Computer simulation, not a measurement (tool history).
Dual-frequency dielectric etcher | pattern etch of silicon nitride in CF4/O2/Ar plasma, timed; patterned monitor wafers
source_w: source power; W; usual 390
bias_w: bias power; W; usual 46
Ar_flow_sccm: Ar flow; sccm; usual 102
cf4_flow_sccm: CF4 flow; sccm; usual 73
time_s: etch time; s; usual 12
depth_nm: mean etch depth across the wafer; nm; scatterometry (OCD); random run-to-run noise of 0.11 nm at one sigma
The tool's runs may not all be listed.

| run | hour | source_w | bias_w | Ar_flow_sccm | cf4_flow_sccm | time_s | read-back reference wafer on the same gauge, depth_nm | depth_nm |
|---|---|---|---|---|---|---|---|---|
| 1 | 0 | 390 | 46 | 102 | 73 | 12 | 18.5 | 17.7 |
| 2 | 15 | 390 | 40 | 102 | 73 | 12 | 18.5 | 16.73 |
| 3 | 43.8 | 390 | 46 | 102 | 73 | 14 | 18.49 | 20.19 |
|  | 48.8 | source power generator calibrated |
|  | 61.7 | CF4 flow controller replaced |
| 4 | 68.1 | 390 | 38 | 102 | 73 | 14 | 18.5 | 18.99 |
| 5 | 102.9 | 390 | 46 | 102 | 65 | 12 | 18.48 | 17.34 |
|  | 112 | bias power generator calibrated |
| 6 | 115.7 | 390 | 46 | 88 | 73 | 12 | 18.5 | 18.09 |
| 7 | 135.8 | 440 | 56 | 119 | 73 | 9.5 | 18.51 | 15.59 |
| 8 | 157.5 | 390 | 38 | 102 | 73 | 14 | 18.49 | 19.07 |
| 9 | 174.6 | 390 | 46 | 102 | 73 | 12 | 18.51 | 17.65 |
| 10 | 187 | 390 | 46 | 102 | 73 | 13 | 18.5 | 19.07 |
| 11 | 214.5 | 390 | 46 | 102 | 73 | 12 | 18.52 | 17.6 |
| 12 | 243 | 320 | 37 | 111 | 73 | 15 | 18.49 | 18.04 |
| 13 | 271.9 | 390 | 46 | 102 | 88 | 12 | 18.51 | 17.97 |
| 14 | 304.4 | 390 | 46 | 121 | 91 | 12 | 18.5 | 17.6 |
| 15 | 327 | 390 | 57 | 115 | 73 | 12 | 18.5 | 18.69 |

What will run 16 give?
| 16 | 340.6 | 390 | 46 | 102 | 73 | 12 | ? | ? |

For run 16 the tool returned read-back reference wafer on the same gauge, depth_nm 18.48, depth_nm 17.45 nm.
Minus the tool's unlogged condition, the same run would have read depth_nm 17.45 nm.
